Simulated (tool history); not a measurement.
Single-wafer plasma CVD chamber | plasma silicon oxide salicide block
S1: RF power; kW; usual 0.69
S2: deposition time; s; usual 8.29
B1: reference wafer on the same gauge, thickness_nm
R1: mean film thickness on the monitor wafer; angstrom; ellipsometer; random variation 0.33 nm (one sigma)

run	hour	S1	S2	B1	R1
1	0	0.69	8.29	69.736	817.84
2	50.9	0.69	8.29	69.657	818.91
3	136.2	0.69	9.1	69.674	896.02
4	190	0.69	9.1	69.672	898.05
5	234.6	0.69	9.1	69.641	890.27
6	287	0.615	8.29	69.719	783.67
7	377.1	0.69	8.29	69.701	810.91
8	455.8	0.69	8.29	69.654	810.34
9	546.3	0.72	9.38	69.586	942.38
10	616.5	0.72	9.38	69.582	933.22
11	699.7	0.61	7.34	69.669	702.6
12	755.4	0.61	7.34	69.749	702.18
13	860.1	0.69	7.83	69.702	778.58
14	917.6	0.775	7.16	69.693	740.39
15	1004.5	0.72	9.38	69.606	939.47
16	1092	0.65	7.86	69.657	759.62
17	1160.6	0.805	9.31	69.648	968.26
18	1258.6	0.805	7.42	69.721	766.92
19	1326.9	0.735	8.29	69.67	835.87
20	1390.9	0.69	8.86	69.638	863.39
21	1481.1	0.69	7.68	69.728	754.66
22	1544.7	0.69	8.29	69.75	815.01
23	1596	0.555	7.78	69.69	706.62
24	1653.1	0.69	9.55	69.714	928.89

Taken out of this log: 3 entries between the listed runs. Where each belongs, and how the hidden state differs across it:
Between runs 10 and 11: RF generator calibrated (hour 637.1)
  delivered RF power above the setpoint (%): -8.3 -> -2.63
  measured less the result without the state, R1: -29.17 -> -6.65 angstrom
Between runs 12 and 13: gauge calibrated (hour 841.8)
  delivered RF power above the setpoint (%): -3.56 -> -4.99
  measured less the result without the state, R1: -9.06 -> -14.24 angstrom
Between runs 18 and 19: showerhead replaced (hour 1269.8)
  delivered RF power above the setpoint (%): -8.03 -> -8.32
  measured less the result without the state, R1: -23.14 -> -26.16 angstrom

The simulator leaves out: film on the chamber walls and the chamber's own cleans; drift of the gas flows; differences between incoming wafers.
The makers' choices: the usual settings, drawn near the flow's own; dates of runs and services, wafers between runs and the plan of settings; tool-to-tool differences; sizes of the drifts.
